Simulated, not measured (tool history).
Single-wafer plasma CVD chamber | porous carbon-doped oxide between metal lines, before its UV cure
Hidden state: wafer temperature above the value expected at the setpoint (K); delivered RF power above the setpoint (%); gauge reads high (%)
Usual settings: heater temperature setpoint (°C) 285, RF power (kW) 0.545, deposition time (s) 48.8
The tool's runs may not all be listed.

| run | hour | heater temperature setpoint (°C) | RF power (kW) | deposition time (s) | wafers since the last listed run | hours since the last thermocouple change | hours since the last RF generator calibration | hours since the showerhead was replaced | hours since the gauge calibration | read-back reference wafer on the same gauge, thickness_nm | mean film thickness on the monitor wafer (angstrom) |
|---|---|---|---|---|---|---|---|---|---|---|---|
| 1 | 0 | 285 | 0.545 | 48.8 | 0 | 2311.6 | 2635.8 | 3474.7 | 29.4 | 321.949 | 2931.72 |
| 2 | 14.8 | 285 | 0.545 | 48.8 | 325 | 2326.4 | 2650.6 | 3489.5 | 44.2 | 321.915 | 2927.47 |
| 3 | 32.5 | 285 | 0.545 | 48.8 | 388 | 2344.1 | 2668.3 | 3507.2 | 61.9 | 322.051 | 2943.27 |
| 4 | 48.1 | 285 | 0.545 | 48.8 | 342 | 2359.7 | 2683.9 | 3522.8 | 77.5 | 321.562 | 2934.5 |
| 5 | 61.3 | 285 | 0.545 | 48.8 | 289 | 2372.9 | 2697.1 | 3536 | 90.7 | 321.981 | 2940.78 |
| 6 | 73.9 | 285 | 0.545 | 48.8 | 276 | 2385.5 | 2709.7 | 3548.6 | 103.3 | 322.212 | 2930.41 |
|  | 83.3 | RF generator calibrated |
|  | 92.1 | thermocouple changed; heater temperature recalibrated |
| 7 | 92.6 | 285 | 0.625 | 48.8 | 59 | 0.5 | 9.3 | 3567.3 | 122 | 321.875 | 3194.53 |
| 8 | 92.9 | 285 | 0.625 | 48.8 | 6 | 0.8 | 9.6 | 3567.6 | 122.3 | 321.997 | 3201.19 |
|  | 114.3 | showerhead replaced |
| 9 | 114.8 | 285 | 0.545 | 48.8 | 305 | 22.7 | 31.5 | 0.5 | 144.2 | 321.91 | 2942.1 |
| 10 | 120.8 | 271 | 0.645 | 41.8 | 131 | 28.7 | 37.5 | 6.5 | 150.2 | 321.808 | 3059.78 |
|  | 120.9 | gauge calibrated |
| 11 | 138.5 | 296 | 0.545 | 57.3 | 388 | 46.4 | 55.2 | 24.2 | 17.6 | 322.127 | 3208.25 |

Run 12 comes next. What will it give?
| 12 | 166 | 285 | 0.545 | 48.8 | 604 | 73.9 | 82.7 | 51.7 | 45.1 | ? | ? |

read-back reference wafer on the same gauge, thickness_nm: 321.787
mean film thickness on the monitor wafer (angstrom): 2935.92
Without the tool's hidden state the same run would have given mean film thickness on the monitor wafer (angstrom) 2935.92.

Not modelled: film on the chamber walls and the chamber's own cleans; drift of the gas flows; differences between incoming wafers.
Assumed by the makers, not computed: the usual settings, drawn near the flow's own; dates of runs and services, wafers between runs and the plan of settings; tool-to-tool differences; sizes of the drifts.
